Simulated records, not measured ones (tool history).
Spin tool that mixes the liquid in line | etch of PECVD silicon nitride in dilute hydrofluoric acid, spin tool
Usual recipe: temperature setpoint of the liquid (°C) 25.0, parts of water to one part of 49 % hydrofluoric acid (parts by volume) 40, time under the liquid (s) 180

run   hour  temperature setpoint of the liquid (°C)  parts of water to one part of 49 % hydrofluoric acid (parts by volume)  time under the liquid (s)  wafers since the last listed run  hours since the thermometer was replaced  hours since the hydrofluoric acid flow meter was replaced  hours since the gauge calibration  read-back film thickness of the PECVD silicon nitride reference wafer, read on the same gauge (nm)  thickness taken off the PECVD silicon nitride on a monitor wafer (nm)
  1    0.0                                     25.0                                                                      40                        180                                 0                                     507.1                                                     2332.5                              193.2                                                                                              130.00                                                                  20.74
  2   19.2                                     25.0                                                                      40                        180                               134                                     526.3                                                     2351.7                              212.4                                                                                              130.01                                                                  20.89
  3   32.4                                     25.0                                                                      40                        180                                92                                     539.5                                                     2364.9                              225.6                                                                                              130.01                                                                  20.71
  4   66.3                                     25.0                                                                      40                        180                               236                                     573.4                                                     2398.8                              259.5                                                                                              130.00                                                                  21.05
  5   92.3                                     25.0                                                                      40                        140                               181                                     599.4                                                     2424.8                              285.5                                                                                              129.99                                                                  16.04
  6  116.3                                     25.0                                                                      40                        140                               167                                     623.4                                                     2448.8                              309.5                                                                                              130.01                                                                  15.99
  7  152.3                                     25.0                                                                      40                        180                               251                                     659.4                                                     2484.8                              345.5                                                                                              129.99                                                                  20.45
  8  173.1                                     25.0                                                                      40                        180                               145                                     680.2                                                     2505.6                              366.3                                                                                              129.99                                                                  20.28
  9  198.3                                     25.0                                                                      40                        180                               175                                     705.4                                                     2530.8                              391.5                                                                                              129.99                                                                  20.26
 10  224.9                                     26.0                                                                      40                        150                               185                                     732.0                                                     2557.4                              418.1                                                                                              130.00                                                                  17.95
 11  242.0                                     26.0                                                                      40                        150                               119                                     749.1                                                     2574.5                              435.2                                                                                              130.01                                                                  17.87
 12  277.0                                     25.0                                                                      40                        180                               244                                     784.1                                                     2609.5                              470.2                                                                                              129.99                                                                  20.11
 13  290.7                                     25.0                                                                      40                        180                                95                                     797.8                                                     2623.2                              483.9                                                                                              130.00                                                                  19.97
 14  317.3                                     25.0                                                                      40                        180                               185                                     824.4                                                     2649.8                              510.5                                                                                              130.02                                                                  19.75
     331.9  -- hydrofluoric acid flow meter replaced
 15  338.7                                     25.0                                                                      25                        145                               142                                     845.8                                                        6.8                              531.9                                                                                              130.03                                                                  28.64
     354.7  -- gauge calibrated
 16  361.7                                     27.5                                                                      30                        280                               160                                     868.8                                                       29.8                                7.0                                                                                              130.00                                                                  55.65
 17  383.9                                     27.0                                                                      55                        125                               155                                     891.0                                                       52.0                               29.2                                                                                              130.00                                                                  13.23
     397.4  -- thermometer replaced
 18  408.5                                     25.0                                                                      40                        180                               164                                      11.1                                                       76.6                               53.8                                                                                              130.01                                                                  24.53
 19  420.7                                     22.0                                                                      25                        145                                85                                      23.3                                                       88.8                               66.0                                                                                              129.99                                                                  25.65
 20  453.0                                     29.5                                                                      50                        285                               225                                      55.6                                                      121.1                               98.3                                                                                              130.00                                                                  42.47
 21  486.3                                     27.0                                                                      30                        180                               232                                      88.9                                                      154.4                              131.6                                                                                              130.00                                                                  37.49
 22  510.1                                     25.0                                                                      35                        180                               166                                     112.7                                                      178.2                              155.4                                                                                              130.00                                                                  27.79
 23  534.9                                     21.0                                                                      40                        245                               173                                     137.5                                                      203.0                              180.2                                                                                              129.99                                                                  25.36
 24  548.2                                     25.0                                                                      40                        180                                92                                     150.8                                                      216.3                              193.5                                                                                              129.99                                                                  24.57
 25  573.4                                     25.0                                                                      55                        180                               175                                     176.0                                                      241.5                              218.7                                                                                              130.01                                                                  17.86
 26  606.7                                     25.0                                                                      40                        180                               232                                     209.3                                                      274.8                              252.0                                                                                              130.01                                                                  24.12

Hidden state at the last listed run before each entry between runs and at the first one after, where it differs:
From run 14 to run 15: hydrofluoric acid flow meter replaced (hour 331.9)
  liquid colder than its thermometer reads (K): 1.55 -> 1.59; hydrofluoric acid flow below the setpoint (%): 14.3 -> 0.886
  measured value less the no-hidden-state value, thickness taken off the PECVD silicon nitride on a monitor wafer (nm): -5.74 -> -3.55
From run 15 to run 16: gauge calibrated (hour 354.7)
  liquid colder than its thermometer reads (K): 1.59 -> 1.63; hydrofluoric acid flow below the setpoint (%): 0.886 -> 1
  measured value less the no-hidden-state value, thickness taken off the PECVD silicon nitride on a monitor wafer (nm): -3.55 -> -7.01
From run 17 to run 18: thermometer replaced (hour 397.4)
  liquid colder than its thermometer reads (K): 1.66 -> 0.238; hydrofluoric acid flow below the setpoint (%): 1.12 -> 1.24
  measured value less the no-hidden-state value, thickness taken off the PECVD silicon nitride on a monitor wafer (nm): -1.70 -> -0.70
